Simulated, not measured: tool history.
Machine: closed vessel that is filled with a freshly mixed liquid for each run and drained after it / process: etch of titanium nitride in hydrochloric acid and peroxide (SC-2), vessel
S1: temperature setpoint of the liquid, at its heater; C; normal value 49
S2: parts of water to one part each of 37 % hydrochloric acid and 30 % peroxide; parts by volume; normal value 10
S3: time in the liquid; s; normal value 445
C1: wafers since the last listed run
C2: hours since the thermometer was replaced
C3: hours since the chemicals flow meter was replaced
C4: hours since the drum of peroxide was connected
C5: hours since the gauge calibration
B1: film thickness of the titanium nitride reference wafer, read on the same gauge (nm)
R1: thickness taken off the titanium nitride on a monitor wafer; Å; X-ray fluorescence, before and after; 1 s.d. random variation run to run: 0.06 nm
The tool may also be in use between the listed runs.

{"run": 1, "day": 0.0, "S1": 42, "S2": 10, "S3": 445, "C1": 0, "C2": 773.8, "C3": 436.4, "C4": 80.2, "C5": 475.4, "B1": 59.97, "R1": 71.6}
{"run": 2, "day": 2.592, "S1": 49, "S2": 10, "S3": 445, "C1": 4031, "C2": 836, "C3": 498.6, "C4": 142.4, "C5": 537.6, "B1": 60, "R1": 113.6}
{"run": 3, "day": 4.208, "S1": 49, "S2": 10, "S3": 445, "C1": 2514, "C2": 874.8, "C3": 537.4, "C4": 181.2, "C5": 576.4, "B1": 60.01, "R1": 113.2}
{"day": 5.312, "done": "thermometer replaced"}
{"run": 4, "day": 7.2, "S1": 49, "S2": 9, "S3": 445, "C1": 4588, "C2": 45.3, "C3": 609.2, "C4": 253, "C5": 648.2, "B1": 59.99, "R1": 123.3}
{"day": 17.925, "done": "new drum of peroxide connected"}
{"run": 5, "day": 20.525, "S1": 51.5, "S2": 10, "S3": 445, "C1": 20662, "C2": 365.1, "C3": 929, "C4": 62.4, "C5": 968, "B1": 60.01, "R1": 135.9}
{"run": 6, "day": 23.071, "S1": 49, "S2": 10, "S3": 445, "C1": 3960, "C2": 426.2, "C3": 990.1, "C4": 123.5, "C5": 1029.1, "B1": 60, "R1": 115.9}
{"run": 7, "day": 25.083, "S1": 49, "S2": 10, "S3": 445, "C1": 3130, "C2": 474.5, "C3": 1038.4, "C4": 171.8, "C5": 1077.4, "B1": 59.98, "R1": 114.7}
{"run": 8, "day": 27.7, "S1": 49, "S2": 10, "S3": 445, "C1": 4070, "C2": 537.3, "C3": 1101.2, "C4": 234.6, "C5": 1140.2, "B1": 59.99, "R1": 114.3}
{"run": 9, "day": 31.688, "S1": 49, "S2": 10, "S3": 505, "C1": 6202, "C2": 633, "C3": 1196.9, "C4": 330.3, "C5": 1235.9, "B1": 60.03, "R1": 126.9}
{"run": 10, "day": 33.271, "S1": 49, "S2": 10, "S3": 445, "C1": 2462, "C2": 671, "C3": 1234.9, "C4": 368.3, "C5": 1273.9, "B1": 59.99, "R1": 112.7}
{"day": 34.954, "done": "chemicals flow meter replaced"}
{"run": 11, "day": 35.208, "S1": 49, "S2": 7, "S3": 195, "C1": 2948, "C2": 717.5, "C3": 6.1, "C4": 414.8, "C5": 1320.4, "B1": 60.02, "R1": 65.1}
{"day": 38.321, "done": "thermometer replaced"}
{"run": 12, "day": 39.238, "S1": 49, "S2": 10, "S3": 445, "C1": 6202, "C2": 22, "C3": 102.8, "C4": 511.5, "C5": 1417.1, "B1": 60, "R1": 109.5}
{"run": 13, "day": 40.883, "S1": 55.5, "S2": 8.5, "S3": 240, "C1": 2560, "C2": 61.5, "C3": 142.3, "C4": 551, "C5": 1456.6, "B1": 60.04, "R1": 104}
{"day": 41.979, "done": "new drum of peroxide connected"}
{"run": 14, "day": 44.492, "S1": 46.5, "S2": 10, "S3": 445, "C1": 5547, "C2": 148.1, "C3": 228.9, "C4": 60.3, "C5": 1543.2, "B1": 60.03, "R1": 97.9}
{"run": 15, "day": 48.838, "S1": 55.5, "S2": 10, "S3": 445, "C1": 6759, "C2": 252.4, "C3": 333.2, "C4": 164.6, "C5": 1647.5, "B1": 59.96, "R1": 175.8}
{"day": 49.258, "done": "gauge calibrated"}
{"run": 16, "day": 51.596, "S1": 49, "S2": 10, "S3": 445, "C1": 4290, "C2": 318.6, "C3": 399.4, "C4": 230.8, "C5": 56.1, "B1": 60.01, "R1": 113.4}
{"run": 17, "day": 53.204, "S1": 54.5, "S2": 10, "S3": 445, "C1": 2501, "C2": 357.2, "C3": 438, "C4": 269.4, "C5": 94.7, "B1": 59.99, "R1": 162.4}
{"run": 18, "day": 55.838, "S1": 49, "S2": 10, "S3": 445, "C1": 4096, "C2": 420.4, "C3": 501.2, "C4": 332.6, "C5": 157.9, "B1": 60, "R1": 111.9}
{"run": 19, "day": 59.95, "S1": 49, "S2": 7.5, "S3": 685, "C1": 6397, "C2": 519.1, "C3": 599.9, "C4": 431.3, "C5": 256.6, "B1": 60.01, "R1": 217.2}
{"run": 20, "day": 63.667, "S1": 49, "S2": 10, "S3": 445, "C1": 5781, "C2": 608.3, "C3": 689.1, "C4": 520.5, "C5": 345.8, "B1": 60.02, "R1": 109.9}
{"day": 63.712, "done": "new drum of peroxide connected"}
{"run": 21, "day": 68.046, "S1": 49, "S2": 10, "S3": 445, "C1": 6747, "C2": 713.4, "C3": 794.2, "C4": 104, "C5": 450.9, "B1": 60, "R1": 114.9}
{"day": 68.696, "done": "thermometer replaced"}
{"run": 22, "day": 69.579, "S1": 58.5, "S2": 13.5, "S3": 445, "C1": 2320, "C2": 21.2, "C3": 831, "C4": 140.8, "C5": 487.7, "B1": 59.98, "R1": 164.6}
{"run": 23, "day": 73.729, "S1": 42, "S2": 12, "S3": 445, "C1": 6455, "C2": 120.8, "C3": 930.6, "C4": 240.4, "C5": 587.3, "B1": 60.01, "R1": 59.8}
{"run": 24, "day": 76.329, "S1": 58.5, "S2": 10, "S3": 445, "C1": 4044, "C2": 183.2, "C3": 993, "C4": 302.8, "C5": 649.7, "B1": 60.03, "R1": 207.9}
{"run": 25, "day": 79.329, "S1": 49, "S2": 10, "S3": 245, "C1": 4666, "C2": 255.2, "C3": 1065, "C4": 374.8, "C5": 721.7, "B1": 60.03, "R1": 61}
{"day": 81.35, "done": "chemicals flow meter replaced"}
{"run": 26, "day": 82.642, "S1": 49, "S2": 8.5, "S3": 445, "C1": 5087, "C2": 334.7, "C3": 31, "C4": 454.3, "C5": 801.2, "B1": 60.05, "R1": 126.1}
{"run": 27, "day": 85.021, "S1": 46, "S2": 12.5, "S3": 445, "C1": 3700, "C2": 391.8, "C3": 88.1, "C4": 511.4, "C5": 858.3, "B1": 60.03, "R1": 74.3}
{"day": 85.379, "done": "new drum of peroxide connected"}
{"run": 28, "day": 87.496, "S1": 49, "S2": 10, "S3": 445, "C1": 3785, "C2": 451.2, "C3": 147.5, "C4": 50.8, "C5": 917.7, "B1": 60, "R1": 115.3}
{"run": 29, "day": 91.625, "S1": 49, "S2": 10, "S3": 445, "C1": 6422, "C2": 550.3, "C3": 246.6, "C4": 149.9, "C5": 1016.8, "B1": 60, "R1": 114.4}

Each row is a separate what-if for the run after 29, all from the same tool condition, not one after another. Results?
{"run": "A", "day": 91.658, "S1": 49, "S2": 10, "S3": 225, "C1": 51, "C2": 551.1, "C3": 247.4, "C4": 150.7, "C5": 1017.6, "B1": "?", "R1": "?"}
{"run": "B", "day": 91.658, "S1": 45, "S2": 10, "S3": 445, "C1": 51, "C2": 551.1, "C3": 247.4, "C4": 150.7, "C5": 1017.6, "B1": "?", "R1": "?"}
{"run": "C", "day": 91.658, "S1": 45, "S2": 7.5, "S3": 230, "C1": 51, "C2": 551.1, "C3": 247.4, "C4": 150.7, "C5": 1017.6, "B1": "?", "R1": "?"}
{"run": "D", "day": 91.658, "S1": 54.5, "S2": 7.5, "S3": 445, "C1": 51, "C2": 551.1, "C3": 247.4, "C4": 150.7, "C5": 1017.6, "B1": "?", "R1": "?"}

run=A B1=60.04 R1=57.6
run=B B1=60.04 R1=86.7
run=C B1=60.04 R1=56.7
run=D B1=60.04 R1=206.8
With the hidden condition removed and each run's random variation left untouched, the same runs would have given:
run=A R1=58.8
run=B R1=88.7
run=C R1=57.9
run=D R1=211.3
